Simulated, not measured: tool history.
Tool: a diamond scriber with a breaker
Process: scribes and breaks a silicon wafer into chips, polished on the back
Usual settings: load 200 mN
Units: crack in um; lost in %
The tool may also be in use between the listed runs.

run,day,load,wafers since the last listed run,hours since the diamond tip was replaced,hours since the load on the tip was calibrated,"incoming depth of the damage left on the back of the incoming wafer, um",crack,lost
1,0,200,0,620.1,945.2,0.04,7.99,5.19
2,0.783,200,50,638.9,964,0.03,7.78,5.7
3,2.046,200,81,669.2,994.3,0.01,7.88,5.6
4,3.192,200,74,696.7,1021.8,0.02,7.93,4.98
5,3.892,200,45,713.5,1038.6,0.03,7.84,5.73
6,4.75,200,55,734.1,1059.2,0.05,7.74,5.58
7,5.529,200,50,752.8,1077.9,0.03,7.69,6.64
8,6.458,159,60,775.1,1100.2,0.04,6.73,17.4
9,7.012,159,35,788.4,1113.5,0.03,6.68,17.97
10,8.462,159,93,823.2,1148.3,0.02,6.72,21.28
11,9.45,200,63,846.9,1172,0.01,7.54,8.99
12,9.95,228,32,858.9,1184,0.03,8.05,3.72
13,11.367,241,91,892.9,1218,0.05,8.21,2.74
14,12.033,200,43,908.9,1234,0.04,7.36,9.93
15,13.471,244,92,943.4,1268.5,0.03,8.13,3.23
# day 14.017: diamond tip replaced by a new one
16,14.075,230,33,1.4,1283,0.02,8.65,1.49
# day 15.433: load on the tip recalibrated
17,15.462,231,84,34.7,0.7,0.01,9.67,3.12
18,16.525,185,68,60.2,26.2,0.02,8.61,1.84
19,20.817,160,277,163.2,129.2,0.03,7.76,6.02
20,21.429,177,39,177.9,143.9,0.03,8.21,2.99
21,22.562,218,73,205.1,171.1,0.03,9.18,1.55
22,23.521,200,61,228.1,194.1,0.04,8.54,1.45

5 ways to go on from here, each from the tool as it stands after run 22. What would each give?
A,23.546,200,1,228.7,194.7,0.02,?,?
B,23.546,233,1,228.7,194.7,0.02,?,?
C,23.546,163,1,228.7,194.7,0.02,?,?
D,23.546,242,1,228.7,194.7,0.02,?,?
E,23.546,156,1,228.7,194.7,0.02,?,?

run,crack,lost
A,8.75,1.61
B,9.5,2.27
C,7.88,5.54
D,9.69,2.95
E,7.71,7
Without the tool's hidden state the same runs would have given:
run,crack,lost
A,8.97,1.46
B,9.73,3.1
C,8.08,4.17
D,9.93,4.02
E,7.9,5.39

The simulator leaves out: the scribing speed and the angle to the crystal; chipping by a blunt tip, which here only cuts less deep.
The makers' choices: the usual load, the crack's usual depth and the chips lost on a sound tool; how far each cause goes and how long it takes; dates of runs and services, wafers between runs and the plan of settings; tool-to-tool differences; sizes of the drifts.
